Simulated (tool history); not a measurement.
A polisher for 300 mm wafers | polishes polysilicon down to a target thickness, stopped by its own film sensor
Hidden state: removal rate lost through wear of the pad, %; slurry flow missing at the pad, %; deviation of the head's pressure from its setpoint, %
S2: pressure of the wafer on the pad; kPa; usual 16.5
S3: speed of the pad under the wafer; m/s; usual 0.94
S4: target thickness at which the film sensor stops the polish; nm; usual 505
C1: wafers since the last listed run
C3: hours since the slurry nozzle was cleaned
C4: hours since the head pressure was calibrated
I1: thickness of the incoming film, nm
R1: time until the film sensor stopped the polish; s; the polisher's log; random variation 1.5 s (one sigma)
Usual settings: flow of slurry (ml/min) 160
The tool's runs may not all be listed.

{"run": 1, "hour": 0.0, "flow of slurry (ml/min)": 160, "S2": 16.5, "S3": 0.94, "S4": 505, "C1": 0, "wafers polished on this pad": 1785, "C3": 634.3, "C4": 37.8, "I1": 1130.0, "R1": 111.3}
{"run": 2, "hour": 29.5, "flow of slurry (ml/min)": 160, "S2": 16.5, "S3": 0.94, "S4": 505, "C1": 354, "wafers polished on this pad": 2140, "C3": 663.8, "C4": 67.3, "I1": 1141.6, "R1": 117.2}
{"run": 3, "hour": 76.7, "flow of slurry (ml/min)": 160, "S2": 16.5, "S3": 1.08, "S4": 505, "C1": 567, "wafers polished on this pad": 2707, "C3": 711.0, "C4": 114.5, "I1": 1133.8, "R1": 105.1}
{"hour": 85.6, "done": "slurry nozzle cleaned"}
{"hour": 189.8, "done": "worn pad replaced by a new one"}
{"run": 4, "hour": 192.4, "flow of slurry (ml/min)": 160, "S2": 16.5, "S3": 1.08, "S4": 505, "C1": 1330, "wafers polished on this pad": 30, "C3": 106.8, "C4": 230.2, "I1": 1116.4, "R1": 94.4}
{"run": 5, "hour": 257.6, "flow of slurry (ml/min)": 160, "S2": 16.5, "S3": 1.08, "S4": 505, "C1": 783, "wafers polished on this pad": 814, "C3": 172.0, "C4": 295.4, "I1": 1138.7, "R1": 102.8}
{"run": 6, "hour": 314.2, "flow of slurry (ml/min)": 160, "S2": 20.7, "S3": 0.94, "S4": 505, "C1": 680, "wafers polished on this pad": 1495, "C3": 228.6, "C4": 352.0, "I1": 1117.2, "R1": 85.0}
{"run": 7, "hour": 344.5, "flow of slurry (ml/min)": 160, "S2": 20.7, "S3": 0.94, "S4": 505, "C1": 364, "wafers polished on this pad": 1859, "C3": 258.9, "C4": 382.3, "I1": 1115.6, "R1": 88.5}
{"run": 8, "hour": 404.4, "flow of slurry (ml/min)": 160, "S2": 20.7, "S3": 0.94, "S4": 505, "C1": 720, "wafers polished on this pad": 2579, "C3": 318.8, "C4": 442.2, "I1": 1112.1, "R1": 90.8}
{"run": 9, "hour": 443.9, "flow of slurry (ml/min)": 160, "S2": 16.5, "S3": 0.78, "S4": 505, "C1": 474, "wafers polished on this pad": 3054, "C3": 358.3, "C4": 481.7, "I1": 1115.2, "R1": 125.1}
{"run": 10, "hour": 474.4, "flow of slurry (ml/min)": 160, "S2": 16.5, "S3": 0.94, "S4": 437, "C1": 366, "wafers polished on this pad": 3421, "C3": 388.8, "C4": 512.2, "I1": 1130.8, "R1": 127.9}
{"run": 11, "hour": 532.4, "flow of slurry (ml/min)": 160, "S2": 16.5, "S3": 0.94, "S4": 437, "C1": 697, "wafers polished on this pad": 4118, "C3": 446.8, "C4": 570.2, "I1": 1114.5, "R1": 124.3}
{"hour": 538.0, "done": "worn pad replaced by a new one"}
{"run": 12, "hour": 588.0, "flow of slurry (ml/min)": 160, "S2": 16.5, "S3": 0.94, "S4": 437, "C1": 620, "wafers polished on this pad": 601, "C3": 502.4, "C4": 625.8, "I1": 1106.6, "R1": 116.6}
{"run": 13, "hour": 654.9, "flow of slurry (ml/min)": 160, "S2": 16.5, "S3": 0.94, "S4": 505, "C1": 804, "wafers polished on this pad": 1405, "C3": 569.3, "C4": 692.7, "I1": 1115.8, "R1": 109.3}
{"hour": 695.6, "done": "slurry nozzle cleaned"}
{"run": 14, "hour": 700.2, "flow of slurry (ml/min)": 160, "S2": 16.5, "S3": 0.94, "S4": 505, "C1": 532, "wafers polished on this pad": 1938, "C3": 4.6, "C4": 738.0, "I1": 1118.5, "R1": 110.7}
{"run": 15, "hour": 857.9, "flow of slurry (ml/min)": 160, "S2": 16.5, "S3": 0.94, "S4": 505, "C1": 1895, "wafers polished on this pad": 3833, "C3": 162.3, "C4": 895.7, "I1": 1115.8, "R1": 109.3}
{"hour": 880.4, "done": "worn pad replaced by a new one"}
{"run": 16, "hour": 917.6, "flow of slurry (ml/min)": 160, "S2": 16.5, "S3": 0.94, "S4": 676, "C1": 669, "wafers polished on this pad": 446, "C3": 222.0, "C4": 955.4, "I1": 1134.3, "R1": 79.7}
{"run": 17, "hour": 967.6, "flow of slurry (ml/min)": 160, "S2": 16.5, "S3": 0.94, "S4": 676, "C1": 601, "wafers polished on this pad": 1047, "C3": 272.0, "C4": 1005.4, "I1": 1124.5, "R1": 79.1}
{"run": 18, "hour": 1037.2, "flow of slurry (ml/min)": 180, "S2": 12.4, "S3": 0.84, "S4": 637, "C1": 836, "wafers polished on this pad": 1884, "C3": 341.6, "C4": 1075.0, "I1": 1108.3, "R1": 118.8}
{"run": 19, "hour": 1077.6, "flow of slurry (ml/min)": 160, "S2": 13.1, "S3": 0.94, "S4": 603, "C1": 485, "wafers polished on this pad": 2370, "C3": 382.0, "C4": 1115.4, "I1": 1103.8, "R1": 115.1}
{"run": 20, "hour": 1225.9, "flow of slurry (ml/min)": 160, "S2": 20.0, "S3": 0.94, "S4": 505, "C1": 1782, "wafers polished on this pad": 4153, "C3": 530.3, "C4": 1263.7, "I1": 1100.4, "R1": 90.4}
{"hour": 1240.1, "done": "worn pad replaced by a new one"}
{"hour": 1240.4, "done": "slurry nozzle cleaned"}
{"run": 21, "hour": 1286.2, "flow of slurry (ml/min)": 160, "S2": 16.5, "S3": 0.94, "S4": 675, "C1": 672, "wafers polished on this pad": 550, "C3": 45.8, "C4": 1324.0, "I1": 1107.6, "R1": 75.7}
{"hour": 1312.7, "done": "head pressure recalibrated"}
{"run": 22, "hour": 1320.2, "flow of slurry (ml/min)": 180, "S2": 16.5, "S3": 0.7, "S4": 505, "C1": 384, "wafers polished on this pad": 935, "C3": 79.8, "C4": 7.5, "I1": 1133.8, "R1": 132.8}
{"run": 23, "hour": 1348.2, "flow of slurry (ml/min)": 160, "S2": 14.5, "S3": 0.94, "S4": 505, "C1": 336, "wafers polished on this pad": 1272, "C3": 107.8, "C4": 35.5, "I1": 1139.0, "R1": 131.6}
{"run": 24, "hour": 1408.9, "flow of slurry (ml/min)": 160, "S2": 11.7, "S3": 1.04, "S4": 324, "C1": 729, "wafers polished on this pad": 2001, "C3": 168.5, "C4": 96.2, "I1": 1097.1, "R1": 185.9}
{"run": 25, "hour": 1434.2, "flow of slurry (ml/min)": 205, "S2": 16.5, "S3": 0.94, "S4": 505, "C1": 304, "wafers polished on this pad": 2305, "C3": 193.8, "C4": 121.5, "I1": 1133.6, "R1": 107.0}
{"run": 26, "hour": 1460.8, "flow of slurry (ml/min)": 160, "S2": 16.5, "S3": 0.8, "S4": 335, "C1": 319, "wafers polished on this pad": 2625, "C3": 220.4, "C4": 148.1, "I1": 1123.4, "R1": 157.3}
{"run": 27, "hour": 1509.1, "flow of slurry (ml/min)": 160, "S2": 16.5, "S3": 0.94, "S4": 676, "C1": 580, "wafers polished on this pad": 3206, "C3": 268.7, "C4": 196.4, "I1": 1133.6, "R1": 82.9}
{"hour": 1563.3, "done": "worn pad replaced by a new one"}
{"run": 28, "hour": 1580.0, "flow of slurry (ml/min)": 205, "S2": 16.5, "S3": 0.94, "S4": 505, "C1": 804, "wafers polished on this pad": 200, "C3": 339.6, "C4": 267.3, "I1": 1112.6, "R1": 104.4}
{"run": 29, "hour": 1635.0, "flow of slurry (ml/min)": 160, "S2": 16.5, "S3": 0.94, "S4": 398, "C1": 661, "wafers polished on this pad": 861, "C3": 394.6, "C4": 322.3, "I1": 1126.8, "R1": 128.0}
{"run": 30, "hour": 1668.3, "flow of slurry (ml/min)": 195, "S2": 12.4, "S3": 1.2, "S4": 505, "C1": 400, "wafers polished on this pad": 1262, "C3": 427.9, "C4": 355.6, "I1": 1136.7, "R1": 123.2}
{"run": 31, "hour": 1695.4, "flow of slurry (ml/min)": 160, "S2": 12.4, "S3": 0.82, "S4": 651, "C1": 325, "wafers polished on this pad": 1587, "C3": 455.0, "C4": 382.7, "I1": 1113.6, "R1": 123.1}
{"run": 32, "hour": 1720.8, "flow of slurry (ml/min)": 160, "S2": 16.5, "S3": 1.22, "S4": 621, "C1": 305, "wafers polished on this pad": 1893, "C3": 480.4, "C4": 408.1, "I1": 1129.6, "R1": 78.2}
{"run": 33, "hour": 1753.7, "flow of slurry (ml/min)": 160, "S2": 16.5, "S3": 0.94, "S4": 673, "C1": 395, "wafers polished on this pad": 2288, "C3": 513.3, "C4": 441.0, "I1": 1115.9, "R1": 80.8}
{"run": 34, "hour": 1784.8, "flow of slurry (ml/min)": 160, "S2": 16.5, "S3": 0.94, "S4": 505, "C1": 373, "wafers polished on this pad": 2662, "C3": 544.4, "C4": 472.1, "I1": 1124.3, "R1": 112.2}

Hidden state at the last listed run before each entry between runs and at the first one after, where it differs:
Between runs 3 and 4: slurry nozzle cleaned (hour 85.6); worn pad replaced by a new one (hour 189.8)
  removal rate lost through wear of the pad, %: 6.81 -> 0.797
  measured less the result without the state, R1: +7.2 -> +0.8 s
Between runs 11 and 12: worn pad replaced by a new one (hour 538.0)
  removal rate lost through wear of the pad, %: 7.35 -> 2.76
  measured less the result without the state, R1: +9.2 -> +3.2 s
Between runs 13 and 14: slurry nozzle cleaned (hour 695.6)
  removal rate lost through wear of the pad, %: 4.77 -> 5.61
  measured less the result without the state, R1: +5.2 -> +6.2 s
Between runs 15 and 16: worn pad replaced by a new one (hour 880.4)
  removal rate lost through wear of the pad, %: 6.95 -> 2.21
  measured less the result without the state, R1: +7.6 -> +1.7 s
Between runs 20 and 21: worn pad replaced by a new one (hour 1240.1); slurry nozzle cleaned (hour 1240.4)
  removal rate lost through wear of the pad, %: 7.02 -> 2.64
  measured less the result without the state, R1: +6.3 -> +2.0 s
Between runs 21 and 22: head pressure recalibrated (hour 1312.7)
  removal rate lost through wear of the pad, %: 2.64 -> 3.84
  measured less the result without the state, R1: +2.0 -> +5.1 s
Between runs 27 and 28: worn pad replaced by a new one (hour 1563.3)
  removal rate lost through wear of the pad, %: 6.72 -> 1.99
  measured less the result without the state, R1: +5.6 -> +2.1 s
